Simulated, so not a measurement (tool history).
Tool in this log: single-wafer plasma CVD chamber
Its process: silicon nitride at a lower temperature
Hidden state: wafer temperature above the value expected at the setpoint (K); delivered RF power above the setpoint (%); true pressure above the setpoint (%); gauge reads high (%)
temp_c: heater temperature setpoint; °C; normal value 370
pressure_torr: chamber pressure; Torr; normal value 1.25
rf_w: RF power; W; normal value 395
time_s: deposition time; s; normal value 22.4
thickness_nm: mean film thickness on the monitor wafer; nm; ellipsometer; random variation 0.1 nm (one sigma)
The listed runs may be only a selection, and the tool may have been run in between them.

| run | hour | temp_c | pressure_torr | rf_w | time_s | wafers since the last listed run | hours since the last thermocouple change | hours since the last RF generator calibration | hours since the last manometer calibration | hours since the showerhead was replaced | hours since the gauge calibration | read-back reference wafer on the same gauge, thickness_nm | thickness_nm |
|---|---|---|---|---|---|---|---|---|---|---|---|---|---|
| 1 | 0 | 370 | 1.25 | 395 | 22.4 | 0 | 786.1 | 1340.5 | 1301 | 4433.5 | 2253.9 | 33.01 | 31.289 |
| 2 | 31.4 | 377 | 1.25 | 395 | 22.4 | 1046 | 817.5 | 1371.9 | 1332.4 | 4464.9 | 2285.3 | 32.991 | 30.951 |
| 3 | 94.1 | 370 | 1.25 | 395 | 22.4 | 2089 | 880.2 | 1434.6 | 1395.1 | 4527.6 | 2348 | 32.975 | 31.369 |
| 4 | 153.7 | 370 | 1.25 | 395 | 23.6 | 1985 | 939.8 | 1494.2 | 1454.7 | 4587.2 | 2407.6 | 32.959 | 32.618 |
| 5 | 204.8 | 370 | 1.25 | 395 | 22.4 | 1702 | 990.9 | 1545.3 | 1505.8 | 4638.3 | 2458.7 | 32.995 | 31.108 |
|  | 252.1 | capacitance manometer re-zeroed and calibrated |
| 6 | 252.6 | 370 | 1.25 | 395 | 22.4 | 1326 | 1038.7 | 1593.1 | 0.5 | 4686.1 | 2506.5 | 33.022 | 30.882 |
| 7 | 309.5 | 370 | 1.25 | 460 | 21.1 | 1896 | 1095.6 | 1650 | 57.4 | 4743 | 2563.4 | 33.049 | 32.281 |
| 8 | 368.4 | 370 | 1.25 | 395 | 22.4 | 1962 | 1154.5 | 1708.9 | 116.3 | 4801.9 | 2622.3 | 33.028 | 31.069 |
| 9 | 423.3 | 370 | 1.25 | 395 | 22.4 | 1829 | 1209.4 | 1763.8 | 171.2 | 4856.8 | 2677.2 | 32.967 | 31.046 |
|  | 569.3 | RF generator calibrated |
| 10 | 569.8 | 370 | 1.16 | 395 | 18.2 | 4615 | 1355.9 | 0.5 | 317.7 | 5003.3 | 2823.7 | 32.972 | 24.774 |
|  | 632.7 | thermocouple changed; heater temperature recalibrated |
| 11 | 633.2 | 370 | 1.25 | 395 | 22.4 | 1846 | 0.5 | 63.9 | 381.1 | 5066.7 | 2887.1 | 33.007 | 30.978 |
| 12 | 693.1 | 370 | 1.25 | 360 | 26.3 | 1995 | 60.4 | 123.8 | 441 | 5126.6 | 2947 | 32.984 | 34.392 |
|  | 735.7 | showerhead replaced |
| 13 | 763.5 | 370 | 1.25 | 395 | 22.4 | 2079 | 130.8 | 194.2 | 511.4 | 27.8 | 3017.4 | 33.003 | 31.213 |
| 14 | 814.3 | 385 | 1.43 | 365 | 25.7 | 1692 | 181.6 | 245 | 562.2 | 78.6 | 3068.2 | 33.039 | 35 |
| 15 | 848.9 | 385 | 1.34 | 420 | 26.5 | 1152 | 216.2 | 279.6 | 596.8 | 113.2 | 3102.8 | 33.004 | 38.629 |
| 16 | 883.1 | 385 | 1.43 | 365 | 25.7 | 1139 | 250.4 | 313.8 | 631 | 147.4 | 3137 | 33.015 | 34.961 |
| 17 | 922.9 | 370 | 1.03 | 315 | 22.4 | 1326 | 290.2 | 353.6 | 670.8 | 187.2 | 3176.8 | 33.029 | 25.341 |
| 18 | 975.8 | 370 | 1.25 | 395 | 18.9 | 1762 | 343.1 | 406.5 | 723.7 | 240.1 | 3229.7 | 32.945 | 26.261 |
|  | 1069 | gauge calibrated |
| 19 | 1182.9 | 384 | 1.4 | 395 | 23.7 | 6900 | 550.2 | 613.6 | 930.8 | 447.2 | 113.9 | 33.027 | 33.698 |
| 20 | 1212.2 | 355 | 1.25 | 420 | 19.5 | 976 | 579.5 | 642.9 | 960.1 | 476.5 | 143.2 | 33.014 | 28.319 |
| 21 | 1255.6 | 370 | 1.35 | 395 | 20.9 | 1446 | 622.9 | 686.3 | 1003.5 | 519.9 | 186.6 | 32.986 | 29.734 |
| 22 | 1291.8 | 380 | 1.25 | 395 | 19.2 | 1206 | 659.1 | 722.5 | 1039.7 | 556.1 | 222.8 | 33.012 | 26.657 |
| 23 | 1358.9 | 380 | 1.09 | 395 | 18.2 | 2235 | 726.2 | 789.6 | 1106.8 | 623.2 | 289.9 | 33.026 | 24.301 |
|  | 1545.3 | capacitance manometer re-zeroed and calibrated |
| 24 | 1550.3 | 370 | 1.41 | 395 | 26.1 | 6111 | 917.6 | 981 | 5 | 814.6 | 481.3 | 33.022 | 37.273 |
| 25 | 1587.5 | 370 | 1.25 | 395 | 25.5 | 1239 | 954.8 | 1018.2 | 42.2 | 851.8 | 518.5 | 32.989 | 35.324 |
| 26 | 1640.6 | 370 | 1.25 | 370 | 22.4 | 1769 | 1007.9 | 1071.3 | 95.3 | 904.9 | 571.6 | 33.029 | 29.736 |
| 27 | 1752.6 | 370 | 1.25 | 395 | 22.4 | 3732 | 1119.9 | 1183.3 | 207.3 | 1016.9 | 683.6 | 33.033 | 31.002 |
| 28 | 1800 | 370 | 1.47 | 360 | 19.8 | 1579 | 1167.3 | 1230.7 | 254.7 | 1064.3 | 731 | 33.017 | 27.036 |
|  | 1844.4 | thermocouple changed; heater temperature recalibrated |
| 29 | 1859.8 | 380 | 1.09 | 395 | 18.2 | 1726 | 15.4 | 1290.5 | 314.5 | 1124.1 | 790.8 | 32.993 | 24.259 |

Predict each of these 3 candidate next runs independently; none follows another, all start after run 29:
| A | 1860.2 | 370 | 1.25 | 395 | 22.4 | 13 | 15.8 | 1290.9 | 314.9 | 1124.5 | 791.2 | ? | ? |
| B | 1860.2 | 370 | 1.47 | 420 | 20.3 | 13 | 15.8 | 1290.9 | 314.9 | 1124.5 | 791.2 | ? | ? |
| C | 1860.2 | 370 | 1.01 | 395 | 22.4 | 13 | 15.8 | 1290.9 | 314.9 | 1124.5 | 791.2 | ? | ? |

| run | read-back reference wafer on the same gauge, thickness_nm | thickness_nm |
|---|---|---|
| A | 32.959 | 30.849 |
| B | 32.959 | 30.34 |
| C | 32.959 | 29.085 |
With no hidden state in the tool, these same runs would have given:
| run | thickness_nm |
|---|---|
| A | 30.849 |
| B | 30.34 |
| C | 29.085 |

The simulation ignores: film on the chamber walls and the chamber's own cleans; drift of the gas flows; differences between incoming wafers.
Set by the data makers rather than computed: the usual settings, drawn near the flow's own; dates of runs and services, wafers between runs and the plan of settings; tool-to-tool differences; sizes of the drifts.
